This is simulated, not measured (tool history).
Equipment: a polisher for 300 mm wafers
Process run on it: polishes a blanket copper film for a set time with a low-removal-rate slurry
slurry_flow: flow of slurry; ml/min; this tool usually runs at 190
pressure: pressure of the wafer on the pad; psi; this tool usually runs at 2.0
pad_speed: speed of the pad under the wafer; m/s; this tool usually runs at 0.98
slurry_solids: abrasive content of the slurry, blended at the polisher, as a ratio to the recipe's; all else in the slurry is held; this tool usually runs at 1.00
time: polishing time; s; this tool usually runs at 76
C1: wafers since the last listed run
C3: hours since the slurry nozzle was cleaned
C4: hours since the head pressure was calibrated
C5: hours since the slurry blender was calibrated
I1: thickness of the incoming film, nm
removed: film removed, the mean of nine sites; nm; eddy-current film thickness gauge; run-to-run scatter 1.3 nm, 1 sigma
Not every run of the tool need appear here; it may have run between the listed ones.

Run 1, hour 0.0: usual settings; C1 0; wafers polished on this pad 1239; C3 331.7; C4 162.4; C5 211.1; I1 1370.7. Result: removed 118.8 nm.
Run 2, hour 25.7: usual settings; C1 225; wafers polished on this pad 1464; C3 357.4; C4 188.1; C5 236.8; I1 1391.6. Result: removed 116.1 nm.
Run 3, hour 86.7: usual settings but time 62 s; C1 534; wafers polished on this pad 1998; C3 418.4; C4 249.1; C5 297.8; I1 1348.0. Result: removed 87.9 nm.
At hour 99.5: worn pad replaced by a new one.
At hour 112.2: slurry nozzle cleaned.
Run 4, hour 141.7: usual settings but time 62 s; C1 438; wafers polished on this pad 361; C3 29.5; C4 304.1; C5 352.8; I1 1399.4. Result: removed 103.0 nm.
Run 5, hour 173.0: usual settings; C1 274; wafers polished on this pad 635; C3 60.8; C4 335.4; C5 384.1; I1 1377.4. Result: removed 128.4 nm.
Run 6, hour 221.0: usual settings but slurry_flow 205 ml/min; C1 420; wafers polished on this pad 1055; C3 108.8; C4 383.4; C5 432.1; I1 1370.5. Result: removed 127.4 nm.
At hour 235.1: slurry blender recalibrated.
Run 7, hour 274.5: usual settings but slurry_flow 205 ml/min; C1 451; wafers polished on this pad 1507; C3 162.3; C4 436.9; C5 39.4; I1 1382.7. Result: removed 125.8 nm.
At hour 286.0: head pressure recalibrated.
Run 8, hour 333.8: usual settings but slurry_flow 205 ml/min; C1 502; wafers polished on this pad 2009; C3 221.6; C4 47.8; C5 98.7; I1 1394.5. Result: removed 125.5 nm.
At hour 400.9: worn pad replaced by a new one.
Run 9, hour 405.0: usual settings but pad_speed 0.80 m/s; C1 588; wafers polished on this pad 35; C3 292.8; C4 119.0; C5 169.9; I1 1392.5. Result: removed 104.2 nm.
Run 10, hour 459.2: usual settings but pad_speed 0.80 m/s; C1 474; wafers polished on this pad 510; C3 347.0; C4 173.2; C5 224.1; I1 1361.6. Result: removed 101.2 nm.
At hour 507.5: slurry nozzle cleaned.
Run 11, hour 526.6: usual settings but pad_speed 0.80 m/s; C1 581; wafers polished on this pad 1092; C3 19.1; C4 240.6; C5 291.5; I1 1359.2. Result: removed 110.7 nm.
Run 12, hour 590.9: usual settings; C1 563; wafers polished on this pad 1656; C3 83.4; C4 304.9; C5 355.8; I1 1384.6. Result: removed 128.9 nm.
At hour 633.2: slurry blender recalibrated.
Run 13, hour 633.7: usual settings but pressure 1.8 psi, pad_speed 1.22 m/s, time 100 s; C1 357; wafers polished on this pad 2013; C3 126.2; C4 347.7; C5 0.5; I1 1373.5. Result: removed 179.8 nm.
At hour 665.1: head pressure recalibrated.
At hour 685.0: worn pad replaced by a new one.
Run 14, hour 688.1: usual settings but slurry_flow 230 ml/min, pressure 2.5 psi, pad_speed 0.84 m/s, slurry_solids 0.90; C1 424; wafers polished on this pad 27; C3 180.6; C4 23.0; C5 54.9; I1 1375.0. Result: removed 142.3 nm.
Run 15, hour 751.7: usual settings; C1 557; wafers polished on this pad 584; C3 244.2; C4 86.6; C5 118.5; I1 1392.5. Result: removed 124.7 nm.
Run 16, hour 816.1: usual settings but time 62 s; C1 564; wafers polished on this pad 1149; C3 308.6; C4 151.0; C5 182.9; I1 1373.4. Result: removed 99.3 nm.
Run 17, hour 878.6: usual settings; C1 547; wafers polished on this pad 1696; C3 371.1; C4 213.5; C5 245.4; I1 1364.9. Result: removed 116.7 nm.
Run 18, hour 914.6: usual settings but pad_speed 0.82 m/s, slurry_solids 0.80; C1 315; wafers polished on this pad 2012; C3 407.1; C4 249.5; C5 281.4; I1 1391.9. Result: removed 93.5 nm.
At hour 938.8: slurry nozzle cleaned.
Run 19, hour 946.9: usual settings but slurry_flow 250 ml/min, pad_speed 1.28 m/s; C1 274; wafers polished on this pad 2286; C3 8.1; C4 281.8; C5 313.7; I1 1374.7. Result: removed 162.2 nm.
At hour 964.7: worn pad replaced by a new one.
Run 20, hour 1018.0: usual settings but pressure 2.3 psi, pad_speed 0.74 m/s, slurry_solids 1.10; C1 588; wafers polished on this pad 466; C3 79.2; C4 352.9; C5 384.8; I1 1372.1. Result: removed 122.1 nm.
At hour 1028.0: slurry blender recalibrated.
At hour 1079.6: head pressure recalibrated.
Run 21, hour 1080.1: usual settings but slurry_flow 240 ml/min, pressure 1.3 psi; C1 509; wafers polished on this pad 975; C3 141.3; C4 0.5; C5 52.1; I1 1375.9. Result: removed 85.0 nm.
Run 22, hour 1127.5: usual settings but slurry_flow 245 ml/min, pressure 1.8 psi, pad_speed 1.30 m/s, slurry_solids 1.25; C1 415; wafers polished on this pad 1391; C3 188.7; C4 47.9; C5 99.5; I1 1399.2. Result: removed 155.1 nm.
Run 23, hour 1176.9: usual settings; C1 432; wafers polished on this pad 1824; C3 238.1; C4 97.3; C5 148.9; I1 1375.7. Result: removed 123.0 nm.
At hour 1228.7: worn pad replaced by a new one.
Run 24, hour 1248.6: usual settings but slurry_flow 150 ml/min, slurry_solids 1.20, time 85 s; C1 593; wafers polished on this pad 174; C3 309.8; C4 169.0; C5 220.6; I1 1366.2. Result: removed 131.9 nm.
Run 25, hour 1314.8: usual settings but slurry_flow 135 ml/min, pad_speed 0.70 m/s, slurry_solids 1.15, time 90 s; C1 580; wafers polished on this pad 754; C3 376.0; C4 235.2; C5 286.8; I1 1374.1. Result: removed 99.9 nm.

Give the tool's hidden conditions for every run:
removal rate lost through wear of the pad, %: 0 at every run
deviation of the head's pressure from its setpoint, %: 0 at every run
abrasive missing from the slurry, %: 0 at every run
H1: slurry flow missing at the pad, %
run    H1
  1    36
  2  40.5
  3  52.6
  4   9.5
  5  10.2
  6  12.3
  7    16
  8  21.8
  9  31.2
 10    40
 11  4.94
 12  6.62
 13  8.91
 14  13.2
 15  20.1
 16  29.2
 17    40
 18  47.2
 19  5.13
 20  6.71
 21  10.2
 22  14.2
 23  19.6
 24  29.6
 25  41.2
